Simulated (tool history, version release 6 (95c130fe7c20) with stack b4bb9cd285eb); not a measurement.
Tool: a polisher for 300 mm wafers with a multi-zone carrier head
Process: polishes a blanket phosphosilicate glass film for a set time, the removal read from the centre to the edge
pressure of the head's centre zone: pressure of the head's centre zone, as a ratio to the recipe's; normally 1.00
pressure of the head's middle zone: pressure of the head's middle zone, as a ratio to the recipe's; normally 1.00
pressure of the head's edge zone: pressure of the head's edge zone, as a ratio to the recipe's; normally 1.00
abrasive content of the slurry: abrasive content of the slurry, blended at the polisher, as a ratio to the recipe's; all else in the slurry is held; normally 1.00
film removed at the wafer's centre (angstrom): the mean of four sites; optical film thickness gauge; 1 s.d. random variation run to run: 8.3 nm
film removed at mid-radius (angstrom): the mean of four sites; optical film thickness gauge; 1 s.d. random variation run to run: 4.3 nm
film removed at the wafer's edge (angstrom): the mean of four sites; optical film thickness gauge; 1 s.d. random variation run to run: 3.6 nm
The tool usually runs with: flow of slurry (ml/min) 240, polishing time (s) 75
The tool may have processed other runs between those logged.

| run | hour | flow of slurry (ml/min) | pressure of the head's centre zone | pressure of the head's middle zone | pressure of the head's edge zone | abrasive content of the slurry | polishing time (s) | incoming thickness of the incoming film, nm | film removed at the wafer's centre (angstrom) | film removed at mid-radius (angstrom) | film removed at the wafer's edge (angstrom) |
|---|---|---|---|---|---|---|---|---|---|---|---|
| 1 | 0.0 | 240 | 1.00 | 1.00 | 1.00 | 1.00 | 75 | 4461.2 | 6141 | 5891 | 5595 |
|  | 29.4 | edge zone pressure recalibrated |
| 2 | 33.1 | 240 | 1.00 | 1.00 | 1.00 | 1.00 | 75 | 4399.5 | 6051 | 5817 | 5577 |
| 3 | 59.7 | 240 | 1.00 | 1.00 | 1.00 | 1.00 | 75 | 4506.7 | 5881 | 5675 | 5583 |
| 4 | 79.1 | 240 | 0.92 | 1.00 | 1.00 | 1.00 | 75 | 4449.3 | 5609 | 5618 | 5533 |
|  | 114.3 | worn pad replaced by a new one |
| 5 | 114.8 | 240 | 0.92 | 1.00 | 1.00 | 1.00 | 75 | 4503.7 | 5628 | 5662 | 5487 |
| 6 | 148.7 | 240 | 1.00 | 1.00 | 1.00 | 1.00 | 75 | 4459.7 | 5783 | 5629 | 5511 |
|  | 164.1 | centre zone pressure recalibrated |
| 7 | 177.9 | 240 | 1.10 | 0.91 | 1.00 | 1.15 | 75 | 4471.1 | 6443 | 5597 | 6001 |
| 8 | 197.7 | 240 | 1.00 | 1.00 | 1.00 | 1.15 | 61 | 4414.7 | 4851 | 4923 | 4846 |
| 9 | 211.1 | 210 | 1.06 | 1.00 | 1.05 | 1.15 | 75 | 4466.1 | 6046 | 5974 | 5995 |
| 10 | 236.1 | 165 | 1.00 | 1.00 | 1.00 | 1.00 | 75 | 4478.7 | 4941 | 5048 | 5111 |
|  | 264.7 | worn pad replaced by a new one |
| 11 | 265.5 | 185 | 1.00 | 1.08 | 1.00 | 1.30 | 75 | 4476.7 | 6050 | 6425 | 6058 |
|  | 271.6 | carrier head's membrane replaced by a new one |
| 12 | 278.9 | 240 | 1.00 | 1.00 | 1.00 | 1.00 | 75 | 4469.7 | 5459 | 5509 | 5454 |
| 13 | 291.1 | 240 | 1.00 | 1.00 | 1.00 | 0.75 | 75 | 4538.4 | 4247 | 4395 | 4270 |
| 14 | 309.3 | 240 | 1.00 | 1.03 | 1.00 | 1.00 | 75 | 4515.0 | 5458 | 5602 | 5397 |
| 15 | 342.6 | 190 | 0.88 | 0.92 | 1.00 | 1.00 | 75 | 4464.7 | 4586 | 4783 | 5183 |
| 16 | 376.7 | 290 | 0.92 | 1.00 | 0.97 | 1.00 | 68 | 4499.8 | 4880 | 5090 | 4935 |
| 17 | 394.9 | 240 | 1.00 | 1.00 | 1.00 | 1.00 | 75 | 4496.3 | 5715 | 5486 | 5408 |
| 18 | 418.0 | 240 | 1.10 | 0.91 | 1.00 | 1.15 | 75 | 4540.1 | 6542 | 5482 | 5832 |
|  | 428.8 | worn pad replaced by a new one |
| 19 | 439.2 | 240 | 1.00 | 1.07 | 1.03 | 1.00 | 75 | 4412.1 | 5367 | 5758 | 5387 |
| 20 | 469.6 | 285 | 0.91 | 1.00 | 1.00 | 1.20 | 75 | 4498.5 | 5995 | 6232 | 6081 |
| 21 | 485.6 | 280 | 1.00 | 1.00 | 1.00 | 1.00 | 75 | 4426.7 | 5694 | 5647 | 5400 |

What if the next run were any one of these 4? Each begins from the tool's condition after run 21:
| A | 486.0 | 240 | 1.00 | 1.00 | 1.00 | 1.00 | 92 | 4512.1 | ? | ? | ? |
| B | 486.0 | 175 | 1.00 | 1.06 | 1.00 | 1.00 | 75 | 4512.1 | ? | ? | ? |
| C | 486.0 | 240 | 1.00 | 0.91 | 1.00 | 1.00 | 75 | 4512.1 | ? | ? | ? |
| D | 486.0 | 260 | 1.00 | 0.96 | 1.00 | 1.00 | 75 | 4512.1 | ? | ? | ? |

| run | film removed at the wafer's centre (angstrom) | film removed at mid-radius (angstrom) | film removed at the wafer's edge (angstrom) |
|---|---|---|---|
| A | 6731 | 6695 | 6507 |
| B | 4991 | 5275 | 5003 |
| C | 5484 | 5046 | 5311 |
| D | 5590 | 5363 | 5371 |
Without the tool's hidden state the same runs would have given:
| run | film removed at the wafer's centre (angstrom) | film removed at mid-radius (angstrom) | film removed at the wafer's edge (angstrom) |
|---|---|---|---|
| A | 6964 | 7255 | 6900 |
| B | 5365 | 5904 | 5414 |
| C | 5673 | 5469 | 5632 |
| D | 5740 | 5775 | 5671 |
